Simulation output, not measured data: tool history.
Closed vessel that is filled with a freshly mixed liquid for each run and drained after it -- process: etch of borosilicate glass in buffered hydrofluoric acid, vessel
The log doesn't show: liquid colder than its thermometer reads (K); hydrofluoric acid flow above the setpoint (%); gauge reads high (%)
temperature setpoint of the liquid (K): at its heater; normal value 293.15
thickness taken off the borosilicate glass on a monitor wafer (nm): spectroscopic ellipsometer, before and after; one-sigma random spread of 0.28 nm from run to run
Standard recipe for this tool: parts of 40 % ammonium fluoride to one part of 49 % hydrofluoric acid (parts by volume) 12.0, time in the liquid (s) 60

run,day,temperature setpoint of the liquid (K),parts of 40 % ammonium fluoride to one part of 49 % hydrofluoric acid (parts by volume),time in the liquid (s),wafers since the last listed run,hours since the thermometer was replaced,hours since the hydrofluoric acid flow meter was replaced,hours since the gauge calibration,"read-back film thickness of the borosilicate glass reference wafer, read on the same gauge (nm)",thickness taken off the borosilicate glass on a monitor wafer (nm)
1,0.000,293.15,12.0,60,0,2306.9,1648.9,960.0,130.00,51.03
2,1.946,293.15,12.0,85,3230,2353.6,1695.6,1006.7,129.99,72.24
3,4.900,293.15,12.0,85,4905,2424.5,1766.5,1077.6,129.99,72.80
4,7.500,293.15,9.5,60,4317,2486.9,1828.9,1140.0,130.01,62.42
5,9.954,293.15,9.5,60,4075,2545.8,1887.8,1198.9,130.00,62.34
6,11.171,293.15,12.0,60,2020,2575.0,1917.0,1228.1,129.98,51.36
7,14.125,293.15,12.0,60,4905,2645.9,1987.9,1299.0,130.00,51.26
8,15.321,293.15,12.0,60,1985,2674.6,2016.6,1327.7,129.99,51.77
9,17.283,293.15,14.0,60,3258,2721.7,2063.7,1374.8,130.02,44.57
# day 17.408: hydrofluoric acid flow meter replaced
10,19.179,291.65,16.5,85,3078,2767.2,42.5,1420.3,130.00,46.96
11,20.812,297.65,15.5,80,2712,2806.4,81.7,1459.5,129.96,65.32
12,23.383,293.15,16.0,50,4268,2868.1,143.4,1521.2,130.00,31.10
13,25.658,293.15,15.0,90,3777,2922.7,198.0,1575.8,129.99,59.85
14,27.021,293.15,14.0,85,2262,2955.4,230.7,1608.5,129.97,59.95
15,28.742,290.65,10.0,50,2857,2996.7,272.0,1649.8,129.99,43.03
16,30.567,290.15,8.5,70,3030,3040.5,315.8,1693.6,129.97,67.43
17,32.496,290.15,12.0,60,3203,3086.8,362.1,1739.9,129.99,42.58
18,33.967,291.15,7.5,60,2442,3122.1,397.4,1775.2,130.00,70.55
# day 34.488: thermometer replaced
19,36.133,293.15,12.0,60,3528,39.5,449.4,1827.2,130.00,49.92
20,38.833,290.65,7.0,80,4483,104.3,514.2,1892.0,129.94,98.39
21,39.933,293.15,10.5,60,1826,130.7,540.6,1918.4,129.99,56.58
22,42.038,290.15,9.0,30,3493,181.2,591.1,1968.9,130.04,27.11
23,43.675,290.15,9.0,45,2719,220.5,630.4,2008.2,130.01,40.68
24,45.117,293.15,12.0,85,2393,255.1,665.0,2042.8,130.01,71.12
25,47.133,290.15,9.0,30,3348,303.5,713.4,2091.2,130.02,27.34
# day 47.146: gauge calibrated
26,49.296,294.65,12.0,60,3590,355.4,765.3,51.6,129.93,54.46
27,50.608,295.65,12.0,30,2179,386.9,796.8,83.1,129.98,28.67
28,53.262,294.65,8.0,60,4407,450.6,860.5,146.8,130.00,80.06
29,55.879,293.15,12.0,60,4344,513.4,923.3,209.6,130.00,50.31
30,57.608,293.15,12.0,60,2871,554.9,964.8,251.1,129.98,50.70
31,60.492,293.15,13.5,60,4787,624.1,1034.0,320.3,129.99,44.57
32,61.908,293.15,12.0,60,2352,658.1,1068.0,354.3,130.03,50.73
33,68.667,293.15,16.0,30,11221,820.3,1230.2,516.5,130.00,19.17

The logged runs with the hidden state left out (each run's random variation unchanged):
run,thickness taken off the borosilicate glass on a monitor wafer (nm)
1,49.06
2,69.39
3,69.82
4,60.69
5,60.57
6,49.11
7,48.94
8,49.40
9,42.49
10,46.64
11,64.83
12,30.83
13,59.25
14,59.31
15,42.70
16,66.50
17,42.02
18,69.44
19,49.16
20,96.92
21,55.62
22,26.57
23,39.82
24,69.74
25,26.71
26,53.29
27,28.04
28,77.98
29,49.07
30,49.41
31,43.37
32,49.33
33,18.57

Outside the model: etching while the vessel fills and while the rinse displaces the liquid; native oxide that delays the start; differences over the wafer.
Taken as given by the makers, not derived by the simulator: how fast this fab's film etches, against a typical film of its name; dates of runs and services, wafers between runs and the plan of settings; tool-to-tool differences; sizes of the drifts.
